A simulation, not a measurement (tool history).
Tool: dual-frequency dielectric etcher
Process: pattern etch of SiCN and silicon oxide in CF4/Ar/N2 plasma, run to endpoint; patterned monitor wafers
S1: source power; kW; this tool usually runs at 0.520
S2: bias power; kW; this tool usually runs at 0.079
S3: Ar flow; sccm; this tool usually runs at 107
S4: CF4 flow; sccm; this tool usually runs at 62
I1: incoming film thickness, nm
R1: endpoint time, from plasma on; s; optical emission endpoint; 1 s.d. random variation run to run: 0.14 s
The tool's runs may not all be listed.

Run 1, hour 0.0: usual settings but S1 0.560 kW; I1 14.74. Result: R1 15.3 s.
Run 2, hour 21.4: usual settings but S1 0.560 kW; I1 14.84. Result: R1 15.6 s.
At hour 72.3: wet clean of the chamber.
Run 3, hour 72.8: usual settings; I1 14.81. Result: R1 17.4 s.
Run 4, hour 73.2: usual settings; I1 14.94. Result: R1 17.9 s.
At hour 85.3: CF4 flow controller replaced.
Run 5, hour 142.7: usual settings; I1 14.61. Result: R1 17.2 s.
Run 6, hour 165.6: usual settings; I1 14.75. Result: R1 17.3 s.
Run 7, hour 184.3: usual settings; I1 14.66. Result: R1 17.5 s.
At hour 210.0: wet clean of the chamber, repeated, since the last time left the tool worse.
Run 8, hour 210.5: usual settings; I1 14.77. Result: R1 16.1 s.
At hour 215.7: source power generator calibrated.
Run 9, hour 233.1: usual settings; I1 14.69. Result: R1 15.9 s.
At hour 254.2: Ar flow controller replaced.
At hour 267.1: upper electrode replaced.
Run 10, hour 267.6: usual settings but S1 0.440 kW, S2 0.086 kW; I1 14.96. Result: R1 19.4 s.
Run 11, hour 268.0: usual settings but S4 51 sccm; I1 14.79. Result: R1 17.3 s.
Run 12, hour 285.0: usual settings but S2 0.072 kW, S4 55 sccm; I1 14.86. Result: R1 17.2 s.
Run 13, hour 318.9: usual settings but S2 0.093 kW, S3 86 sccm, S4 58 sccm; I1 14.89. Result: R1 15.3 s.
Run 14, hour 336.3: usual settings but S2 0.090 kW, S3 128 sccm, S4 67 sccm; I1 14.85. Result: R1 16.1 s.
At hour 351.5: bias power generator calibrated.
Run 15, hour 357.5: usual settings; I1 14.80. Result: R1 16.4 s.
Run 16, hour 386.5: usual settings but S1 0.610 kW, S2 0.097 kW, S3 124 sccm, S4 76 sccm; I1 14.69. Result: R1 12.5 s.
Run 17, hour 411.4: usual settings but S4 75 sccm; I1 14.73. Result: R1 15.6 s.
Run 18, hour 432.8: usual settings; I1 14.82. Result: R1 16.6 s.
Run 19, hour 453.6: usual settings but S1 0.640 kW, S2 0.087 kW; I1 14.71. Result: R1 12.6 s.
Run 20, hour 477.6: usual settings but S1 0.410 kW, S2 0.096 kW; I1 14.78. Result: R1 20.4 s.
Run 21, hour 493.9: usual settings but S1 0.440 kW, S2 0.060 kW, S3 126 sccm, S4 75 sccm; I1 14.77. Result: R1 21.7 s.
Run 22, hour 506.3: usual settings but S1 0.460 kW, S2 0.068 kW, S3 90 sccm; I1 14.70. Result: R1 18.8 s.
Run 23, hour 539.1: usual settings but S3 116 sccm, S4 70 sccm; I1 14.80. Result: R1 16.4 s.

The next listed run, before its measurement:
Run 24, hour 566.0: usual settings but S2 0.072 kW, S4 55 sccm; I1 14.73. Result: R1 ?.

Run 24 yielded R1 17.5 s.
With the hidden condition absent and the run-to-run variation left alone, this run would have shown R1 17.2 s.

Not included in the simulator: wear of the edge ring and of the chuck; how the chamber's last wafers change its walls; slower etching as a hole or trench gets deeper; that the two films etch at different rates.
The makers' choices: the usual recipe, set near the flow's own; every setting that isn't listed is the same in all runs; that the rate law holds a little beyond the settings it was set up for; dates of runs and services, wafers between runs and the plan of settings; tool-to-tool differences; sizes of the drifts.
